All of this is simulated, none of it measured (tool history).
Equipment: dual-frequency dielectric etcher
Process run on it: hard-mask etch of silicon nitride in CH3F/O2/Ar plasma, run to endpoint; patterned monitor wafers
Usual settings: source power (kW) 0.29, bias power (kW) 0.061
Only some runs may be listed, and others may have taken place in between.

run,hour,source power (kW),bias power (kW),"incoming incoming film thickness, nm",endpoint time (s)
1,0,0.29,0.061,28.8,51.5
2,29.1,0.29,0.061,28.59,51
3,53.9,0.29,0.061,28.45,50.7
4,76.8,0.29,0.061,28.82,51
5,96.1,0.29,0.061,28.75,51.1
6,121.4,0.29,0.061,28.73,50.9
7,153.3,0.29,0.061,28.67,50.4
8,173.2,0.29,0.055,28.62,52.9
9,191.1,0.29,0.055,28.74,53.5
10,218.8,0.33,0.061,28.59,48.4
11,234.4,0.33,0.061,28.88,48.6
12,263.7,0.33,0.061,28.7,48.3
13,352.4,0.29,0.061,28.62,49.2
14,387.7,0.29,0.061,28.92,49.3
# hour 400.9: bias power generator calibrated
15,412.8,0.29,0.061,28.77,49.4
16,425.4,0.29,0.061,28.61,48.8
17,439.3,0.34,0.053,28.58,50.5
# hour 481.8: wet clean of the chamber
18,482.3,0.29,0.061,28.73,50.5
19,482.6,0.27,0.061,28.51,51.6
20,497.6,0.29,0.048,28.83,57.7
# hour 539.4: upper electrode replaced
21,539.9,0.29,0.054,28.69,53.9
22,553.3,0.34,0.068,28.63,45.9
23,584.5,0.35,0.051,28.53,52.2
24,615.1,0.26,0.061,28.8,51.9
25,644,0.29,0.061,28.59,49.8
# hour 649.3: source power generator calibrated
26,666.4,0.34,0.049,28.36,52.7
27,701.3,0.29,0.074,28.56,45.1
28,729,0.33,0.075,28.84,44
29,758,0.23,0.072,28.68,48.7
30,791.8,0.29,0.061,29,50.4
31,820.2,0.22,0.074,28.62,47.7
32,837.2,0.25,0.061,28.72,50.9
33,852.5,0.29,0.061,28.51,49.3
34,878.8,0.32,0.061,28.64,47.9
35,907.6,0.31,0.073,28.6,44

What if the next run were any one of these 4? Each begins from the tool's condition after run 35:
A,908,0.29,0.061,28.97,?
B,908,0.34,0.074,28.97,?
C,908,0.31,0.065,28.97,?
D,908,0.31,0.072,28.97,?

run,endpoint time (s)
A,49.3
B,43.1
C,47
D,44.7
Without the tool's hidden state the same runs would have given:
run,endpoint time (s)
A,51.4
B,45
C,49
D,46.7
